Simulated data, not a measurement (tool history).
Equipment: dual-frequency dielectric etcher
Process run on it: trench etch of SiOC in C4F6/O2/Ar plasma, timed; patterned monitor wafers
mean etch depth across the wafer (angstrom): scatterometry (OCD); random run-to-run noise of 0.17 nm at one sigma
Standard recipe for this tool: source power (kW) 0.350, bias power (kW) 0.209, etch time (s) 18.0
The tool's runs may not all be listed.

run,day,source power (kW),bias power (kW),etch time (s),wafers since the last listed run,hours since the last wet clean,hours since the last source power generator calibration,hours since the last bias power generator calibration,hours since the last upper electrode change,hours since the gauge calibration,"read-back reference wafer on the same gauge, depth_nm",mean etch depth across the wafer (angstrom)
1,0.000,0.350,0.171,18.0,0,264.9,2837.8,3345.7,4614.9,319.9,39.13,337.2
2,2.150,0.350,0.171,18.0,700,316.5,2889.4,3397.3,4666.5,371.5,39.12,337.9
# day 3.167: wet clean of the chamber
3,4.125,0.350,0.171,18.0,317,23.0,2936.8,3444.7,4713.9,418.9,39.07,338.5
4,5.988,0.320,0.225,18.0,606,67.7,2981.5,3489.4,4758.6,463.6,39.08,342.9
5,8.483,0.320,0.225,18.0,813,127.6,3041.4,3549.3,4818.5,523.5,39.09,340.4
6,11.192,0.320,0.225,18.0,882,192.6,3106.4,3614.3,4883.5,588.5,39.14,341.1
7,13.700,0.350,0.222,18.0,817,252.8,3166.6,3674.5,4943.7,648.7,39.02,356.9
8,19.004,0.350,0.222,18.0,1728,380.1,3293.9,3801.8,5071.0,776.0,39.12,354.8
# day 20.438: wet clean of the chamber
9,21.296,0.350,0.209,18.0,420,20.6,3348.9,3856.8,5126.0,831.0,39.13,352.5
10,23.346,0.390,0.209,18.0,668,69.8,3398.1,3906.0,5175.2,880.2,39.11,374.5
# day 25.967: upper electrode replaced
11,26.254,0.350,0.209,18.0,621,139.6,3467.9,3975.8,6.9,950.0,39.09,349.0
12,29.038,0.420,0.209,18.0,907,206.4,3534.7,4042.6,73.7,1016.8,39.16,384.4
13,30.283,0.320,0.209,18.0,406,236.3,3564.6,4072.5,103.6,1046.7,39.10,336.9
14,33.021,0.350,0.209,18.0,892,302.0,3630.3,4138.2,169.3,1112.4,39.12,350.9
# day 34.375: wet clean of the chamber
15,34.396,0.350,0.209,18.0,122,0.5,3663.3,4171.2,202.3,1145.4,39.07,349.8
16,35.938,0.280,0.209,20.0,502,37.5,3700.3,4208.2,239.3,1182.4,39.12,344.5
17,37.071,0.350,0.163,15.0,369,64.7,3727.5,4235.4,266.5,1209.6,39.09,278.6
18,39.067,0.350,0.209,20.0,650,112.6,3775.4,4283.3,314.4,1257.5,39.13,388.3
# day 40.846: gauge calibrated
# day 42.042: bias power generator calibrated
19,42.062,0.350,0.225,15.0,922,184.5,3847.3,0.5,386.3,29.2,39.05,298.2
20,43.833,0.440,0.167,22.0,577,227.0,3889.8,43.0,428.8,71.7,39.06,457.9
21,45.475,0.350,0.209,18.0,535,266.4,3929.2,82.4,468.2,111.1,39.14,353.8
22,47.938,0.350,0.253,14.5,802,325.5,3988.3,141.5,527.3,170.2,39.12,296.6
# day 48.162: source power generator calibrated
# day 49.633: wet clean of the chamber
23,49.654,0.350,0.209,22.0,179,0.5,35.8,182.7,568.5,211.4,39.11,430.2
24,51.642,0.390,0.168,23.0,647,48.2,83.5,230.4,616.2,259.1,39.08,456.6
25,53.304,0.280,0.209,18.0,541,88.1,123.4,270.3,656.1,299.0,39.08,314.0
26,56.183,0.350,0.171,18.0,938,157.2,192.5,339.4,725.2,368.1,39.06,336.7
27,58.950,0.310,0.209,15.0,901,223.6,258.9,405.8,791.6,434.5,39.11,275.9
28,61.771,0.350,0.209,18.0,919,291.3,326.6,473.5,859.3,502.2,39.07,353.6
29,63.525,0.350,0.209,21.5,571,333.4,368.7,515.6,901.4,544.3,39.16,417.3

Here are 3 independent what-if runs from the current tool condition. What would each one return?
A,63.542,0.350,0.209,18.0,5,333.8,369.1,516.0,901.8,544.7,?,?
B,63.542,0.280,0.209,22.0,5,333.8,369.1,516.0,901.8,544.7,?,?
C,63.542,0.270,0.246,14.0,5,333.8,369.1,516.0,901.8,544.7,?,?

run,"read-back reference wafer on the same gauge, depth_nm",mean etch depth across the wafer (angstrom)
A,39.06,351.4
B,39.06,381.9
C,39.06,247.9
Had the tool no hidden state, the same runs would have come out as:
run,mean etch depth across the wafer (angstrom)
A,351.4
B,381.9
C,247.9

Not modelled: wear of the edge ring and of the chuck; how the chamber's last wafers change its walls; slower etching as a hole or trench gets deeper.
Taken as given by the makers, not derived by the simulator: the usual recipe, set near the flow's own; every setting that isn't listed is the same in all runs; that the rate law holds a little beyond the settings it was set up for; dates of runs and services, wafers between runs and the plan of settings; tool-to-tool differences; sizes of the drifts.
